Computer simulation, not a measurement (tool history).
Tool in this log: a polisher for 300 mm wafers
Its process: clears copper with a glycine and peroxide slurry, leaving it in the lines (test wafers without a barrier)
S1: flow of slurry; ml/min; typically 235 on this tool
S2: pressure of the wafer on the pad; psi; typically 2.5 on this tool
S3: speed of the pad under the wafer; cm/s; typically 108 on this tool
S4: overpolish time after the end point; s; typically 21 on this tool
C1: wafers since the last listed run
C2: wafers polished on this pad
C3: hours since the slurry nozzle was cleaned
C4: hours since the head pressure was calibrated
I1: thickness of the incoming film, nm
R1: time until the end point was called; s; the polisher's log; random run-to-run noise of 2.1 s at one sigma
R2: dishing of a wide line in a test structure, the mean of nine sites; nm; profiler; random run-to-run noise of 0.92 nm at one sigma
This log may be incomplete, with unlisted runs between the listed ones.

Run 1, hour 0: usual settings; C1 0; C2 444; C3 154.7; C4 777.2; I1 638.2. Result: R1 130.8 s, R2 53.7 nm.
Run 2, hour 14.4: usual settings; C1 94; C2 539; C3 169.1; C4 791.6; I1 656.7. Result: R1 134 s, R2 51.7 nm.
At hour 42.8: worn pad replaced by a new one.
Run 3, hour 47.4: usual settings; C1 190; C2 30; C3 202.1; C4 824.6; I1 639.7. Result: R1 121.7 s, R2 58 nm.
Run 4, hour 85.1: usual settings; C1 248; C2 278; C3 239.8; C4 862.3; I1 645.5. Result: R1 129.4 s, R2 54.6 nm.
Run 5, hour 92.3: usual settings; C1 47; C2 325; C3 247; C4 869.5; I1 638.9. Result: R1 127.1 s, R2 54.1 nm.
Run 6, hour 103.7: usual settings; C1 75; C2 401; C3 258.4; C4 880.9; I1 640.9. Result: R1 130 s, R2 54.1 nm.
Run 7, hour 112.8: usual settings but S3 92 cm/s, S4 28 s; C1 59; C2 460; C3 267.5; C4 890; I1 643.9. Result: R1 152.9 s, R2 59.5 nm.
Run 8, hour 129.2: usual settings but S3 92 cm/s, S4 28 s; C1 107; C2 568; C3 283.9; C4 906.4; I1 646.3. Result: R1 154.3 s, R2 60.1 nm.
Run 9, hour 137.8: usual settings but S3 92 cm/s, S4 28 s; C1 56; C2 625; C3 292.5; C4 915; I1 642.4. Result: R1 154.7 s, R2 58.6 nm.
Run 10, hour 150.3: usual settings; C1 82; C2 707; C3 305; C4 927.5; I1 650.2. Result: R1 138.2 s, R2 53.5 nm.
Run 11, hour 164.8: usual settings; C1 95; C2 803; C3 319.5; C4 942; I1 644.2. Result: R1 135.7 s, R2 51.6 nm.
At hour 169.2: slurry nozzle cleaned.
At hour 170.9: worn pad replaced by a new one.
Run 12, hour 177.2: usual settings but S4 12 s; C1 64; C2 41; C3 8; C4 954.4; I1 644.1. Result: R1 118.9 s, R2 38 nm.
Run 13, hour 186: usual settings but S4 12 s; C1 57; C2 99; C3 16.8; C4 963.2; I1 643.3. Result: R1 125.1 s, R2 37.7 nm.
Run 14, hour 195.6: usual settings but S4 12 s; C1 63; C2 162; C3 26.4; C4 972.8; I1 638.7. Result: R1 125.2 s, R2 37.7 nm.
Run 15, hour 206.6: usual settings but S1 180 ml/min; C1 72; C2 235; C3 37.4; C4 983.8; I1 647.2. Result: R1 135.6 s, R2 53 nm.
Run 16, hour 220.4: usual settings; C1 90; C2 325; C3 51.2; C4 997.6; I1 643.2. Result: R1 133.3 s, R2 54.7 nm.
Run 17, hour 232.1: usual settings but S2 2.9 psi; C1 77; C2 402; C3 62.9; C4 1009.3; I1 641.6. Result: R1 121 s, R2 58.9 nm.
Run 18, hour 245.4: usual settings; C1 87; C2 490; C3 76.2; C4 1022.6; I1 651.8. Result: R1 135.4 s, R2 55 nm.
At hour 261.8: head pressure recalibrated.
Run 19, hour 262.3: usual settings but S1 260 ml/min; C1 98; C2 588; C3 93.1; C4 0.5; I1 652.6. Result: R1 131.6 s, R2 54.4 nm.
At hour 277.1: worn pad replaced by a new one.
Run 20, hour 277.6: usual settings but S1 295 ml/min, S2 3.2 psi, S3 80 cm/s; C1 74; C2 3; C3 108.4; C4 15.8; I1 636.6. Result: R1 123.1 s, R2 58.1 nm.
Run 21, hour 286: usual settings but S1 270 ml/min, S3 82 cm/s, S4 18 s; C1 55; C2 58; C3 116.8; C4 24.2; I1 659.1. Result: R1 155.9 s, R2 44.1 nm.
Run 22, hour 299.7: usual settings but S1 285 ml/min, S4 32 s; C1 90; C2 148; C3 130.5; C4 37.9; I1 651. Result: R1 124.7 s, R2 70.9 nm.
Run 23, hour 312: usual settings but S2 3 psi, S4 33 s; C1 80; C2 229; C3 142.8; C4 50.2; I1 632.1. Result: R1 109 s, R2 76 nm.
Run 24, hour 318.1: usual settings but S4 30 s; C1 40; C2 269; C3 148.9; C4 56.3; I1 637.4. Result: R1 129.3 s, R2 69.9 nm.
Run 25, hour 331.9: usual settings but S1 285 ml/min, S4 32 s; C1 90; C2 360; C3 162.7; C4 70.1; I1 651. Result: R1 133.8 s, R2 70.6 nm.
Run 26, hour 348.8: usual settings but S1 260 ml/min, S3 90 cm/s, S4 15 s; C1 111; C2 471; C3 179.6; C4 87; I1 638.3. Result: R1 151.9 s, R2 36.6 nm.
Run 27, hour 363.4: usual settings but S1 200 ml/min, S3 98 cm/s; C1 96; C2 567; C3 194.2; C4 101.6; I1 645.4. Result: R1 143.3 s, R2 50 nm.
Run 28, hour 372.6: usual settings; C1 60; C2 628; C3 203.4; C4 110.8; I1 634.9. Result: R1 134.3 s, R2 53.3 nm.
Run 29, hour 384.4: usual settings; C1 77; C2 706; C3 215.2; C4 122.6; I1 649.5. Result: R1 139.2 s, R2 50.9 nm.
Run 30, hour 397.5: usual settings but S1 260 ml/min, S3 86 cm/s, S4 17 s; C1 86; C2 792; C3 228.3; C4 135.7; I1 656.6. Result: R1 165.7 s, R2 39.8 nm.
Run 31, hour 404.7: usual settings but S3 78 cm/s; C1 47; C2 839; C3 235.5; C4 142.9; I1 654.2. Result: R1 177.8 s, R2 43.8 nm.
At hour 411.6: worn pad replaced by a new one.
Run 32, hour 415.8: usual settings but S1 270 ml/min, S2 1.8 psi, S4 32 s; C1 46; C2 27; C3 246.6; C4 154; I1 631.5. Result: R1 155.6 s, R2 63.5 nm.
Run 33, hour 425.5: usual settings but S1 265 ml/min; C1 63; C2 91; C3 256.3; C4 163.7; I1 644.9. Result: R1 125 s, R2 56.5 nm.
Run 34, hour 434.8: usual settings but S2 2.2 psi; C1 61; C2 153; C3 265.6; C4 173; I1 652.7. Result: R1 143.4 s, R2 51.4 nm.
Run 35, hour 451.8: usual settings but S3 120 cm/s; C1 111; C2 264; C3 282.6; C4 190; I1 638.7. Result: R1 117.6 s, R2 56.9 nm.
Run 36, hour 468.2: usual settings but S1 160 ml/min, S2 1.8 psi, S3 78 cm/s, S4 10 s; C1 107; C2 372; C3 299; C4 206.4; I1 638.3. Result: R1 231.9 s, R2 19.5 nm.

Alternative continuations, all from the tool just after run 36; predict every row:
Run A, hour 468.7: usual settings; C1 3; C2 376; C3 299.5; C4 206.9; I1 646.8. Result: R1 ?, R2 ?.
Run B, hour 468.7: usual settings but S1 170 ml/min; C1 3; C2 376; C3 299.5; C4 206.9; I1 646.8. Result: R1 ?, R2 ?.
Run C, hour 468.7: usual settings but S1 165 ml/min, S3 130 cm/s; C1 3; C2 376; C3 299.5; C4 206.9; I1 646.8. Result: R1 ?, R2 ?.

run     R1    R2
  A  131.1  54.5
  B  135.3  53.3
  C  116.3  58.4
Take away the tool's hidden state, keep each run's random variation, and the runs would have read:
run     R1    R2
  A  115.5  59.2
  B  119.3    58
  C  102.5  63.1

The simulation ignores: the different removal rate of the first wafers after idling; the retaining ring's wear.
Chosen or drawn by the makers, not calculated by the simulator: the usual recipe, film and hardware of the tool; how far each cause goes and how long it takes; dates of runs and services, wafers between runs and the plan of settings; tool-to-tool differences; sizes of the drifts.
